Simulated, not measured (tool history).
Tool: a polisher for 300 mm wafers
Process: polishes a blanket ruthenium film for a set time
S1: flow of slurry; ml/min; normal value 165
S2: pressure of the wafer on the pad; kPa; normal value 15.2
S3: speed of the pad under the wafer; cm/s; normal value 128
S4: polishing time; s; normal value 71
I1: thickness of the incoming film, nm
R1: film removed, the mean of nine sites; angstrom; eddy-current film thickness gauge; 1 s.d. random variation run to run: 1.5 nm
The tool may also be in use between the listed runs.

run,day,S1,S2,S3,S4,I1,R1
1,0,200,15.2,116,71,530.3,1054
2,3.958,200,15.2,116,71,530.6,1023
3,8.067,165,15.2,128,71,537.8,1107
4,10.796,165,15.2,128,71,536,1107
5,23.967,165,15.2,128,71,532.9,1121
# day 25.738: slurry nozzle cleaned
6,28.342,165,15.2,128,71,536.4,1121
7,29.892,165,15.2,128,71,533.1,1100
# day 32.971: worn pad replaced by a new one
8,34.154,165,13.1,128,71,522.2,949
9,38.004,165,13.1,128,71,533.7,945
# day 40.55: head pressure recalibrated
10,41.008,165,15.2,128,71,526.9,1095
11,43.962,165,15.2,128,71,538.3,1098
12,46.829,165,15.2,128,71,519.9,1099
13,50.029,165,12.4,162,62,531.4,989
14,53.583,165,15.2,128,71,527.6,1096
15,56.6,120,10.3,102,52,536.9,436
# day 57.062: slurry nozzle cleaned
16,60.304,165,15.2,128,71,525.7,1098
17,64.162,165,15.2,88,71,529.4,804
18,66.533,165,11.7,128,71,523.8,865
# day 67.396: worn pad replaced by a new one
19,69.604,165,12.4,158,78,532.2,1208
20,71.654,165,15.2,128,71,526.9,1088
21,75.183,165,15.2,86,71,535.9,787
22,78.904,165,15.2,128,86,533.9,1333
# day 79.775: head pressure recalibrated
23,82.371,165,15.2,128,62,528.5,949
24,86.158,125,15.2,104,84,532,1042
25,90.229,165,15.2,128,71,532.8,1102
# day 93.288: slurry nozzle cleaned
26,93.583,165,15.2,128,71,526.9,1079
27,97.3,165,15.2,128,71,529.8,1110
28,99.667,120,13.1,88,57,519.8,542
29,103.129,205,11,128,71,537.7,827
# day 104.488: worn pad replaced by a new one
30,106.012,180,15.2,90,71,532.3,830
31,108.275,205,11,128,71,527.4,835
32,111.392,140,15.2,128,71,529.1,1104
33,115.654,135,16.5,102,71,524.3,970
34,117.442,135,11,150,88,531.2,1109
35,120.608,165,15.2,128,71,533.4,1096
# day 121.558: slurry nozzle cleaned
# day 124.638: head pressure recalibrated
36,124.671,165,15.2,110,71,534.3,982
37,126.246,165,13.1,128,71,530.8,957

Hidden state, per run?
removal rate lost through wear of the pad, %: 0 across all the runs
slurry flow missing at the pad, %: 0 across all the runs
deviation of the head's pressure from its setpoint, %: 0 across all the runs

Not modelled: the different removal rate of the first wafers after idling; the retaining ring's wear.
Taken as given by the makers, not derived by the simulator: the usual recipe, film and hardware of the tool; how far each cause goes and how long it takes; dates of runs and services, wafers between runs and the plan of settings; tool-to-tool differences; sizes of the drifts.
